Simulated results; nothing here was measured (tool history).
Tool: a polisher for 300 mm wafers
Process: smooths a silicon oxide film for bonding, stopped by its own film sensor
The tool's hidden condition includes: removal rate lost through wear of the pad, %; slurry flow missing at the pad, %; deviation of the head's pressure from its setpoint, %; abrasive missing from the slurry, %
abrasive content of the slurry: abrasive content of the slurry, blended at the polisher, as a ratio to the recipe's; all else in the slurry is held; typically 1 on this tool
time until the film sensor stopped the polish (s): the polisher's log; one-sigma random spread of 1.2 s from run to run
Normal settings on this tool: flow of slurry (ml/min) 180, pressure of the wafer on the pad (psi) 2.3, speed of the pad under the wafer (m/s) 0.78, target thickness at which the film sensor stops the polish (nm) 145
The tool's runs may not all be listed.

| run | hour | flow of slurry (ml/min) | pressure of the wafer on the pad (psi) | speed of the pad under the wafer (m/s) | abrasive content of the slurry | target thickness at which the film sensor stops the polish (nm) | wafers since the last listed run | wafers polished on this pad | hours since the slurry nozzle was cleaned | hours since the head pressure was calibrated | hours since the slurry blender was calibrated | incoming thickness of the incoming film, nm | time until the film sensor stopped the polish (s) |
|---|---|---|---|---|---|---|---|---|---|---|---|---|---|
| 1 | 0 | 180 | 2.3 | 0.78 | 1 | 145 | 0 | 796 | 279.7 | 790.8 | 177.8 | 186.7 | 72.6 |
|  | 9.3 | slurry blender recalibrated |
| 2 | 10.6 | 150 | 2.3 | 0.78 | 1 | 145 | 81 | 878 | 290.3 | 801.4 | 1.3 | 187 | 78.3 |
| 3 | 21.5 | 150 | 2.3 | 0.78 | 1 | 145 | 103 | 981 | 301.2 | 812.3 | 12.2 | 192.3 | 89.8 |
|  | 27.4 | worn pad replaced by a new one |
| 4 | 33.6 | 180 | 2.3 | 0.78 | 1 | 145 | 76 | 58 | 313.3 | 824.4 | 24.3 | 187.7 | 67.8 |
| 5 | 50.9 | 180 | 2.3 | 0.78 | 1 | 145 | 164 | 223 | 330.6 | 841.7 | 41.6 | 189.5 | 73.5 |
| 6 | 62.9 | 180 | 2.3 | 0.62 | 1 | 145 | 113 | 337 | 342.6 | 853.7 | 53.6 | 190 | 85 |
| 7 | 79.5 | 180 | 2.3 | 0.78 | 1 | 145 | 157 | 494 | 359.2 | 870.3 | 70.2 | 189.6 | 76.5 |
| 8 | 86.9 | 195 | 2.3 | 0.78 | 1 | 145 | 70 | 565 | 366.6 | 877.7 | 77.6 | 186.3 | 71.3 |
| 9 | 97.4 | 195 | 2.3 | 0.78 | 1 | 145 | 99 | 664 | 377.1 | 888.2 | 88.1 | 189.6 | 76.2 |
| 10 | 115.3 | 180 | 2.3 | 0.78 | 0.85 | 129 | 170 | 834 | 395 | 906.1 | 106 | 188.4 | 114.7 |
|  | 128.6 | slurry nozzle cleaned |
| 11 | 129.1 | 180 | 2.3 | 0.86 | 0.9 | 135 | 121 | 956 | 0.5 | 919.9 | 119.8 | 192.8 | 104.5 |
|  | 138 | worn pad replaced by a new one |
|  | 140.4 | head pressure recalibrated |
| 12 | 140.9 | 180 | 2.3 | 0.78 | 1 | 145 | 55 | 8 | 12.3 | 0.5 | 131.6 | 188.3 | 70.1 |
| 13 | 143.7 | 180 | 2.3 | 1.04 | 0.85 | 145 | 26 | 34 | 15.1 | 3.3 | 134.4 | 191.4 | 69.1 |
| 14 | 150.2 | 180 | 2.3 | 1.04 | 0.85 | 145 | 61 | 96 | 21.6 | 9.8 | 140.9 | 189.2 | 64.6 |
| 15 | 160.5 | 245 | 1.7 | 0.78 | 1 | 149 | 97 | 194 | 31.9 | 20.1 | 151.2 | 188.3 | 83.9 |
| 16 | 172.1 | 240 | 2.1 | 0.78 | 0.75 | 145 | 110 | 304 | 43.5 | 31.7 | 162.8 | 187.7 | 86.9 |
|  | 187.7 | slurry blender recalibrated |
| 17 | 211.2 | 180 | 1.5 | 1.02 | 1.1 | 145 | 352 | 657 | 82.6 | 70.8 | 23.5 | 191 | 98.1 |
| 18 | 223.1 | 180 | 3.1 | 0.78 | 1 | 135 | 113 | 770 | 94.5 | 82.7 | 35.4 | 191.4 | 71.3 |
| 19 | 240.3 | 180 | 2.3 | 0.78 | 1 | 145 | 163 | 933 | 111.7 | 99.9 | 52.6 | 191.6 | 84.6 |

Table of differences, measured result less the result of that run with no hidden state. Run-to-run variation is the same in both. Gauge scatter possibly is not:
| run | time until the film sensor stopped the polish (s) |
|---|---|
| 1 | +7.7 |
| 2 | +9.3 |
| 3 | +11.7 |
| 4 | +1.1 |
| 5 | +2.8 |
| 6 | +4.4 |
| 7 | +5.4 |
| 8 | +5.7 |
| 9 | +7 |
| 10 | +12.8 |
| 11 | +13.4 |
| 12 | +0.6 |
| 13 | +0.8 |
| 14 | +1.3 |
| 15 | +2.6 |
| 16 | +3.9 |
| 17 | +8.8 |
| 18 | +7.4 |
| 19 | +10.4 |
